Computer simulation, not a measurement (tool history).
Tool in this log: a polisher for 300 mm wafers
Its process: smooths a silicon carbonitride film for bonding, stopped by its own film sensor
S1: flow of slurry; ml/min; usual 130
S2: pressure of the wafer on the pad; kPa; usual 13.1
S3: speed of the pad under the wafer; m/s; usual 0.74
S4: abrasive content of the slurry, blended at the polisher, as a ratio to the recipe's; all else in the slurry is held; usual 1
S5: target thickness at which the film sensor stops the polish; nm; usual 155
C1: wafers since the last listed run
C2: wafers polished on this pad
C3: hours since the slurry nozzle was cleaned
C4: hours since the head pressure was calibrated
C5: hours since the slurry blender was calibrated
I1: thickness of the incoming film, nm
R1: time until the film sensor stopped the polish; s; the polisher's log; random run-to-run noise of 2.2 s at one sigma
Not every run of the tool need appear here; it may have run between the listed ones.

Run 1, hour 0: usual settings but S3 0.6 m/s; C1 0; C2 2; C3 37.3; C4 709.9; C5 364.4; I1 178.5. Result: R1 120.1 s.
Run 2, hour 46.1: usual settings but S3 0.6 m/s; C1 258; C2 261; C3 83.4; C4 756; C5 410.5; I1 179.4. Result: R1 128.4 s.
At hour 104.3: slurry blender recalibrated.
Run 3, hour 104.8: usual settings; C1 318; C2 579; C3 142.1; C4 814.7; C5 0.5; I1 180.2. Result: R1 122.4 s.
Run 4, hour 151.5: usual settings but S2 11.7 kPa; C1 262; C2 842; C3 188.8; C4 861.4; C5 47.2; I1 179. Result: R1 127.5 s.
Run 5, hour 203.9: usual settings but S2 11.7 kPa; C1 294; C2 1136; C3 241.2; C4 913.8; C5 99.6; I1 181.1. Result: R1 146.2 s.
Run 6, hour 259.9: usual settings but S2 11.7 kPa; C1 314; C2 1450; C3 297.2; C4 969.8; C5 155.6; I1 178.2. Result: R1 127.3 s.
At hour 307.3: worn pad replaced by a new one.
Run 7, hour 307.6: usual settings but S1 110 ml/min; C1 245; C2 1; C3 344.9; C4 1017.5; C5 203.3; I1 179.7. Result: R1 131.5 s.
Run 8, hour 349.2: usual settings but S1 110 ml/min; C1 233; C2 235; C3 386.5; C4 1059.1; C5 244.9; I1 179.7. Result: R1 135.2 s.
Run 9, hour 377.4: usual settings but S1 110 ml/min; C1 158; C2 393; C3 414.7; C4 1087.3; C5 273.1; I1 177.7. Result: R1 126 s.
Run 10, hour 422.3: usual settings; C1 252; C2 646; C3 459.6; C4 1132.2; C5 318; I1 181.9. Result: R1 136.3 s.
At hour 437.7: slurry nozzle cleaned.
Run 11, hour 456.3: usual settings; C1 185; C2 831; C3 18.6; C4 1166.2; C5 352; I1 180.7. Result: R1 119 s.
Run 12, hour 489: usual settings; C1 183; C2 1014; C3 51.3; C4 1198.9; C5 384.7; I1 181.5. Result: R1 127.7 s.
Run 13, hour 516.5: usual settings; C1 154; C2 1169; C3 78.8; C4 1226.4; C5 412.2; I1 179.6. Result: R1 118.4 s.
Run 14, hour 584.5: usual settings; C1 381; C2 1551; C3 146.8; C4 1294.4; C5 480.2; I1 181.9. Result: R1 130.1 s.
At hour 592.2: slurry blender recalibrated.
At hour 603.3: worn pad replaced by a new one.
Run 15, hour 623.8: usual settings but S2 8.3 kPa; C1 186; C2 115; C3 186.1; C4 1333.7; C5 31.6; I1 182.5. Result: R1 189.3 s.
At hour 693.7: head pressure recalibrated.
Run 16, hour 694.3: usual settings but S2 11 kPa, S5 161 nm; C1 384; C2 500; C3 256.6; C4 0.6; C5 102.1; I1 183.2. Result: R1 124.8 s.
Run 17, hour 744.7: usual settings but S1 90 ml/min, S3 0.6 m/s; C1 283; C2 783; C3 307; C4 51; C5 152.5; I1 181.8. Result: R1 170.8 s.
Run 18, hour 784.4: usual settings but S2 11.7 kPa; C1 222; C2 1006; C3 346.7; C4 90.7; C5 192.2; I1 182.8. Result: R1 151.1 s.
Run 19, hour 815.2: usual settings; C1 172; C2 1178; C3 377.5; C4 121.5; C5 223; I1 180.5. Result: R1 137 s.
Run 20, hour 850.9: usual settings but S1 145 ml/min, S4 0.9; C1 200; C2 1379; C3 413.2; C4 157.2; C5 258.7; I1 180. Result: R1 130.2 s.
At hour 882.2: worn pad replaced by a new one.
Run 21, hour 882.7: usual settings but S2 11 kPa, S5 161 nm; C1 156; C2 2; C3 445; C4 189; C5 290.5; I1 180.5. Result: R1 117.5 s.
Run 22, hour 907.5: usual settings but S1 105 ml/min, S5 160 nm; C1 139; C2 142; C3 469.8; C4 213.8; C5 315.3; I1 182.1. Result: R1 119.5 s.
At hour 941.1: slurry nozzle cleaned.
Run 23, hour 971.2: usual settings but S1 170 ml/min, S2 11 kPa; C1 352; C2 494; C3 30.1; C4 277.5; C5 379; I1 178.7. Result: R1 117.4 s.
Run 24, hour 1018.2: usual settings but S3 0.96 m/s; C1 263; C2 758; C3 77.1; C4 324.5; C5 426; I1 181.8. Result: R1 109.4 s.
Run 25, hour 1050.5: usual settings but S2 10.3 kPa; C1 181; C2 939; C3 109.4; C4 356.8; C5 458.3; I1 179.7. Result: R1 144.7 s.
At hour 1085.8: slurry blender recalibrated.
Run 26, hour 1086.3: usual settings but S1 165 ml/min, S4 0.9, S5 149 nm; C1 189; C2 1129; C3 145.2; C4 392.6; C5 0.5; I1 182.3. Result: R1 153.1 s.
At hour 1128.4: worn pad replaced by a new one.
Run 27, hour 1182.7: usual settings but S2 16.5 kPa, S3 0.56 m/s, S4 1.15, S5 158 nm; C1 518; C2 304; C3 241.6; C4 489; C5 96.9; I1 179.9. Result: R1 99.1 s.
Run 28, hour 1238.3: usual settings but S3 0.48 m/s, S4 0.9, S5 162 nm; C1 312; C2 617; C3 297.2; C4 544.6; C5 152.5; I1 182. Result: R1 133 s.
Run 29, hour 1284.4: usual settings but S4 1.15; C1 258; C2 875; C3 343.3; C4 590.7; C5 198.6; I1 181.9. Result: R1 131.5 s.

Hidden state at the last listed run before each entry between runs and at the first one after, where it differs:
From run 2 to run 3: slurry blender recalibrated (hour 104.3)
  slurry flow missing at the pad, %: 18.6 -> 26.3
  measured minus no-state result, R1: +5.7 -> +8.4 s
From run 6 to run 7: worn pad replaced by a new one (hour 307.3)
  slurry flow missing at the pad, %: 37.1 -> 38.8
  measured minus no-state result, R1: +13.9 -> +17.6 s
From run 10 to run 11: slurry nozzle cleaned (hour 437.7)
  slurry flow missing at the pad, %: 41.2 -> 6.22
  measured minus no-state result, R1: +17.5 -> +1.5 s
From run 14 to run 15: slurry blender recalibrated (hour 592.2); worn pad replaced by a new one (hour 603.3)
  slurry flow missing at the pad, %: 26.9 -> 30.6
  measured minus no-state result, R1: +9.2 -> +15.8 s
From run 15 to run 16: head pressure recalibrated (hour 693.7)
  slurry flow missing at the pad, %: 30.6 -> 35.3
  measured minus no-state result, R1: +15.8 -> +12.7 s
From run 20 to run 21: worn pad replaced by a new one (hour 882.2)
  slurry flow missing at the pad, %: 40.5 -> 41.1
  measured minus no-state result, R1: +14.8 -> +15 s
From run 22 to run 23: slurry nozzle cleaned (hour 941.1)
  slurry flow missing at the pad, %: 41.5 -> 10.4
  measured minus no-state result, R1: +18.5 -> +2.1 s
From run 25 to run 26: slurry blender recalibrated (hour 1085.8)
  slurry flow missing at the pad, %: 24.1 -> 28.4
  measured minus no-state result, R1: +8.8 -> +9.3 s
From run 26 to run 27: worn pad replaced by a new one (hour 1128.4)
  slurry flow missing at the pad, %: 28.4 -> 36.1
  measured minus no-state result, R1: +9.3 -> +10.4 s

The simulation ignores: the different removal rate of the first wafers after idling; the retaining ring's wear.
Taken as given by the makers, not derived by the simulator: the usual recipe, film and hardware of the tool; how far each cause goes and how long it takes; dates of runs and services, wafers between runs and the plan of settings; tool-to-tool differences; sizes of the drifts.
